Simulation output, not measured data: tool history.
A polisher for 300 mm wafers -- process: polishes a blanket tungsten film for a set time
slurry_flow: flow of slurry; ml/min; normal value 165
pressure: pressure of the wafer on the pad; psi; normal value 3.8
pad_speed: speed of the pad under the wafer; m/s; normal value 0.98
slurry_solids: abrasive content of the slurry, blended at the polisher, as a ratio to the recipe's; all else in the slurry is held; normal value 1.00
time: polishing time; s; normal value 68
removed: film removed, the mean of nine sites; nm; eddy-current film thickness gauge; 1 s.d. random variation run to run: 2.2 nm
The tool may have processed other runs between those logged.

run,hour,slurry_flow,pressure,pad_speed,slurry_solids,time,"incoming thickness of the incoming film, nm",removed
1,0.0,165,3.8,1.12,1.00,68,1585.2,399.6
# hour 63.0: head pressure recalibrated
2,106.7,165,3.8,0.98,1.00,68,1576.0,350.7
3,183.4,165,3.8,0.98,1.00,68,1574.3,346.9
# hour 226.7: worn pad replaced by a new one
# hour 227.0: slurry tank refilled with fresh slurry and peroxide
4,244.1,165,3.8,0.98,1.00,68,1573.3,335.7
# hour 251.0: slurry nozzle cleaned
5,331.8,165,3.8,0.98,1.00,68,1577.9,334.4
# hour 346.0: slurry blender recalibrated
6,543.8,165,3.8,0.98,1.00,68,1582.1,344.4
# hour 606.3: worn pad replaced by a new one
7,606.8,165,3.8,0.98,0.90,52,1586.6,252.7
# hour 630.1: slurry tank refilled with fresh slurry and peroxide
8,646.7,165,3.8,0.98,1.00,68,1570.6,336.3
9,718.0,165,3.8,0.98,1.00,68,1581.2,327.8
# hour 744.7: slurry blender recalibrated
10,764.4,165,3.8,0.98,1.00,68,1565.5,358.0
11,838.4,165,3.8,0.98,1.00,68,1572.3,352.2
12,924.2,165,3.8,0.98,1.10,80,1550.3,428.5
# hour 944.3: worn pad replaced by a new one
13,973.4,165,3.8,0.98,1.00,68,1577.8,343.0
# hour 1001.1: slurry tank refilled with fresh slurry and peroxide
14,1030.8,165,3.8,0.98,1.00,68,1581.9,336.8
# hour 1068.2: slurry blender recalibrated
# hour 1142.5: slurry nozzle cleaned
# hour 1322.5: worn pad replaced by a new one
15,1345.3,165,3.4,0.98,1.00,68,1557.2,311.5
# hour 1355.0: head pressure recalibrated
# hour 1380.9: slurry tank refilled with fresh slurry and peroxide
16,1434.3,165,3.8,0.98,0.75,68,1560.6,295.5

Run 17 has not been measured yet. What should we expect?
# hour 1452.9: slurry blender recalibrated
17,1501.5,205,4.9,0.86,1.25,68,1578.4,?

removed: 434.9 nm
If the tool had no hidden condition, the same run with the same run-to-run variation would have returned removed 443.2 nm.
